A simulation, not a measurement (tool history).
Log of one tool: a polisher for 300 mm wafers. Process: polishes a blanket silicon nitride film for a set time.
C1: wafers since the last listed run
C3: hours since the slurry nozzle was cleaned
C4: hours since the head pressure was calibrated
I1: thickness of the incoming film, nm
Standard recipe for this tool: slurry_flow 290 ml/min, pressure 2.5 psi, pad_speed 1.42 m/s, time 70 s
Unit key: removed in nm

{"run": 1, "hour": 0.0, "slurry_flow": 290, "pressure": 2.5, "pad_speed": 1.42, "time": 70, "C1": 0, "wafers polished on this pad": 274, "C3": 167.3, "C4": 148.0, "I1": 400.2, "removed": 96.1}
{"run": 2, "hour": 16.0, "slurry_flow": 290, "pressure": 2.5, "pad_speed": 1.42, "time": 70, "C1": 154, "wafers polished on this pad": 428, "C3": 183.3, "C4": 164.0, "I1": 400.9, "removed": 94.6}
{"run": 3, "hour": 28.8, "slurry_flow": 290, "pressure": 2.5, "pad_speed": 1.42, "time": 70, "C1": 123, "wafers polished on this pad": 552, "C3": 196.1, "C4": 176.8, "I1": 394.6, "removed": 96.1}
{"run": 4, "hour": 49.6, "slurry_flow": 290, "pressure": 2.0, "pad_speed": 1.14, "time": 70, "C1": 200, "wafers polished on this pad": 752, "C3": 216.9, "C4": 197.6, "I1": 403.7, "removed": 67.4}
{"run": 5, "hour": 69.9, "slurry_flow": 290, "pressure": 2.0, "pad_speed": 1.14, "time": 70, "C1": 195, "wafers polished on this pad": 948, "C3": 237.2, "C4": 217.9, "I1": 399.2, "removed": 67.6}
{"run": 6, "hour": 92.8, "slurry_flow": 290, "pressure": 2.0, "pad_speed": 1.14, "time": 70, "C1": 221, "wafers polished on this pad": 1169, "C3": 260.1, "C4": 240.8, "I1": 398.7, "removed": 67.1}
{"hour": 108.3, "done": "worn pad replaced by a new one"}
{"run": 7, "hour": 127.8, "slurry_flow": 290, "pressure": 2.5, "pad_speed": 1.78, "time": 70, "C1": 299, "wafers polished on this pad": 188, "C3": 295.1, "C4": 275.8, "I1": 393.7, "removed": 114.1}
{"run": 8, "hour": 143.9, "slurry_flow": 290, "pressure": 3.1, "pad_speed": 1.42, "time": 70, "C1": 155, "wafers polished on this pad": 343, "C3": 311.2, "C4": 291.9, "I1": 391.4, "removed": 112.4}
{"run": 9, "hour": 176.8, "slurry_flow": 290, "pressure": 3.1, "pad_speed": 1.42, "time": 70, "C1": 317, "wafers polished on this pad": 661, "C3": 344.1, "C4": 324.8, "I1": 396.4, "removed": 109.7}
{"run": 10, "hour": 199.6, "slurry_flow": 290, "pressure": 3.1, "pad_speed": 1.42, "time": 70, "C1": 220, "wafers polished on this pad": 881, "C3": 366.9, "C4": 347.6, "I1": 397.8, "removed": 109.6}
{"run": 11, "hour": 223.9, "slurry_flow": 290, "pressure": 2.5, "pad_speed": 1.42, "time": 70, "C1": 234, "wafers polished on this pad": 1115, "C3": 391.2, "C4": 371.9, "I1": 397.7, "removed": 92.1}
{"run": 12, "hour": 236.1, "slurry_flow": 290, "pressure": 2.5, "pad_speed": 1.76, "time": 70, "C1": 117, "wafers polished on this pad": 1233, "C3": 403.4, "C4": 384.1, "I1": 402.7, "removed": 109.4}
{"hour": 259.3, "done": "worn pad replaced by a new one"}
{"run": 13, "hour": 262.4, "slurry_flow": 290, "pressure": 2.5, "pad_speed": 1.76, "time": 70, "C1": 215, "wafers polished on this pad": 29, "C3": 429.7, "C4": 410.4, "I1": 395.3, "removed": 112.5}
{"run": 14, "hour": 292.0, "slurry_flow": 290, "pressure": 2.5, "pad_speed": 1.76, "time": 70, "C1": 285, "wafers polished on this pad": 315, "C3": 459.3, "C4": 440.0, "I1": 397.0, "removed": 109.8}
{"run": 15, "hour": 322.4, "slurry_flow": 355, "pressure": 2.9, "pad_speed": 1.88, "time": 84, "C1": 293, "wafers polished on this pad": 608, "C3": 489.7, "C4": 470.4, "I1": 400.6, "removed": 155.5}
{"hour": 333.9, "done": "slurry nozzle cleaned"}
{"run": 16, "hour": 354.2, "slurry_flow": 385, "pressure": 2.9, "pad_speed": 1.68, "time": 55, "C1": 297, "wafers polished on this pad": 906, "C3": 20.3, "C4": 502.2, "I1": 400.2, "removed": 94.6}

The next listed run, before its measurement:
{"hour": 367.4, "done": "head pressure recalibrated"}
{"run": 17, "hour": 378.3, "slurry_flow": 220, "pressure": 2.5, "pad_speed": 1.42, "time": 48, "C1": 213, "wafers polished on this pad": 1119, "C3": 44.4, "C4": 10.9, "I1": 402.6, "removed": "?"}

removed: 64.6 nm
On a tool with no hidden condition, and with the same random variation, this run would have come out at removed 64.6 nm.

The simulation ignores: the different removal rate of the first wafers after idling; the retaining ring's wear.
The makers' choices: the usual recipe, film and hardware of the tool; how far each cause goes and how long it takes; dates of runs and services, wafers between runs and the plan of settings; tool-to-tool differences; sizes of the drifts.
